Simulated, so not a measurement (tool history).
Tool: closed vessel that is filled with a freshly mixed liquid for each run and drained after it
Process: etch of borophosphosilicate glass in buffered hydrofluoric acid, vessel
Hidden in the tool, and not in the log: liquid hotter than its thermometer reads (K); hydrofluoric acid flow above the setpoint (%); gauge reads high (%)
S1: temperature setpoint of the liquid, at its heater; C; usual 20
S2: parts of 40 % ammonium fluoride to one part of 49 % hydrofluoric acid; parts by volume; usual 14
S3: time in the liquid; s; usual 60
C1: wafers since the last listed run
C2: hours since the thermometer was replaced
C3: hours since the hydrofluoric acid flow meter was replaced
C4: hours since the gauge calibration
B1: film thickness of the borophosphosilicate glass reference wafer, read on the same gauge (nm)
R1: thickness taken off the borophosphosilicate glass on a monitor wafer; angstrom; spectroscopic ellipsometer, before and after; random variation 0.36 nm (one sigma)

run 1 hour=0 | S1=20 S2=13 S3=60 | C1=0 C2=811 C3=851.3 C4=601 | B1=146.59 | R1=620.9
run 2 hour=20.7 | S1=20 S2=13 S3=60 | C1=2852 C2=831.7 C3=872 C4=621.7 | B1=146.47 | R1=615.8
run 3 hour=34.6 | S1=20 S2=13 S3=60 | C1=1915 C2=845.6 C3=885.9 C4=635.6 | B1=146.39 | R1=618.4
run 4 hour=66.2 | S1=20 S2=14 S3=60 | C1=4355 C2=877.2 C3=917.5 C4=667.2 | B1=146.15 | R1=576.3
run 5 hour=93 | S1=20 S2=14 S3=60 | C1=3693 C2=904 C3=944.3 C4=694 | B1=145.99 | R1=570.5
run 6 hour=107.6 | S1=20 S2=14 S3=60 | C1=2012 C2=918.6 C3=958.9 C4=708.6 | B1=145.95 | R1=572.5
run 7 hour=127.9 | S1=22 S2=14 S3=60 | C1=2797 C2=938.9 C3=979.2 C4=728.9 | B1=145.84 | R1=640.9
-- hour=130.1 thermometer replaced
run 8 hour=159.7 | S1=22 S2=14 S3=60 | C1=4245 C2=29.6 C3=1011 C4=760.7 | B1=145.64 | R1=643.7
run 9 hour=192.6 | S1=18.5 S2=14 S3=60 | C1=4534 C2=62.5 C3=1043.9 C4=793.6 | B1=145.44 | R1=526.2
run 10 hour=208 | S1=20 S2=14 S3=60 | C1=2122 C2=77.9 C3=1059.3 C4=809 | B1=145.32 | R1=564.7
-- hour=232.8 hydrofluoric acid flow meter replaced
run 11 hour=233.7 | S1=20 S2=14 S3=60 | C1=3404 C2=103.6 C3=0.9 C4=834.7 | B1=145.17 | R1=573.6
-- hour=255.3 gauge calibrated
run 12 hour=260.4 | S1=24 S2=18.5 S3=30 | C1=3679 C2=130.3 C3=27.6 C4=5.1 | B1=150.4 | R1=278.9
run 13 hour=273.6 | S1=18 S2=14 S3=60 | C1=1819 C2=143.5 C3=40.8 C4=18.3 | B1=150.27 | R1=527.9
run 14 hour=295.5 | S1=17 S2=14 S3=60 | C1=3018 C2=165.4 C3=62.7 C4=40.2 | B1=150.2 | R1=496
run 15 hour=315.8 | S1=24.5 S2=10.5 S3=70 | C1=2797 C2=185.7 C3=83 C4=60.5 | B1=150.05 | R1=1169.1
run 16 hour=336.1 | S1=20 S2=12 S3=80 | C1=2797 C2=206 C3=103.3 C4=80.8 | B1=149.93 | R1=925.3
run 17 hour=349.9 | S1=20 S2=14 S3=30 | C1=1901 C2=219.8 C3=117.1 C4=94.6 | B1=149.77 | R1=295.3
run 18 hour=383.9 | S1=17 S2=14 S3=40 | C1=4686 C2=253.8 C3=151.1 C4=128.6 | B1=149.65 | R1=333.3
run 19 hour=404.4 | S1=24 S2=15.5 S3=70 | C1=2825 C2=274.3 C3=171.6 C4=149.1 | B1=149.54 | R1=772.2
run 20 hour=426 | S1=20 S2=12.5 S3=90 | C1=2977 C2=295.9 C3=193.2 C4=170.7 | B1=149.42 | R1=991.2
run 21 hour=451.2 | S1=17.5 S2=17.5 S3=60 | C1=3473 C2=321.1 C3=218.4 C4=195.9 | B1=149.24 | R1=413.7
run 22 hour=468.1 | S1=18.5 S2=11.5 S3=85 | C1=2329 C2=338 C3=235.3 C4=212.8 | B1=149.14 | R1=917.4
run 23 hour=489.2 | S1=20 S2=14 S3=60 | C1=2908 C2=359.1 C3=256.4 C4=233.9 | B1=149 | R1=584.5
run 24 hour=514.6 | S1=20 S2=14 S3=60 | C1=3500 C2=384.5 C3=281.8 C4=259.3 | B1=148.85 | R1=581.4
run 25 hour=534 | S1=20 S2=14 S3=60 | C1=2673 C2=403.9 C3=301.2 C4=278.7 | B1=148.74 | R1=590.8
run 26 hour=560.3 | S1=20 S2=14 S3=60 | C1=3624 C2=430.2 C3=327.5 C4=305 | B1=148.59 | R1=579.9
run 27 hour=590.2 | S1=20 S2=9 S3=50 | C1=4120 C2=460.1 C3=357.4 C4=334.9 | B1=148.41 | R1=726.6
run 28 hour=620.2 | S1=20 S2=14 S3=60 | C1=4134 C2=490.1 C3=387.4 C4=364.9 | B1=148.22 | R1=578
run 29 hour=653.5 | S1=23.5 S2=9.5 S3=75 | C1=4589 C2=523.4 C3=420.7 C4=398.2 | B1=147.99 | R1=1270.7
run 30 hour=670.3 | S1=23.5 S2=14 S3=70 | C1=2315 C2=540.2 C3=437.5 C4=415 | B1=147.85 | R1=819.7

What the log doesn't show, run by run:
liquid hotter than its thermometer reads (K): 0 in every run
hydrofluoric acid flow above the setpoint (%): 0 in every run
H1: gauge reads high (%)
run=1 H1=-2.28
run=2 H1=-2.37
run=3 H1=-2.42
run=4 H1=-2.55
run=5 H1=-2.65
run=6 H1=-2.71
run=7 H1=-2.79
run=8 H1=-2.92
run=9 H1=-3.05
run=10 H1=-3.11
run=11 H1=-3.22
run=12 H1=0.251
run=13 H1=0.198
run=14 H1=0.11
run=15 H1=0.0291
run=16 H1=-0.0521
run=17 H1=-0.107
run=18 H1=-0.243
run=19 H1=-0.325
run=20 H1=-0.412
run=21 H1=-0.513
run=22 H1=-0.58
run=23 H1=-0.665
run=24 H1=-0.766
run=25 H1=-0.844
run=26 H1=-0.949
run=27 H1=-1.07
run=28 H1=-1.19
run=29 H1=-1.32
run=30 H1=-1.39
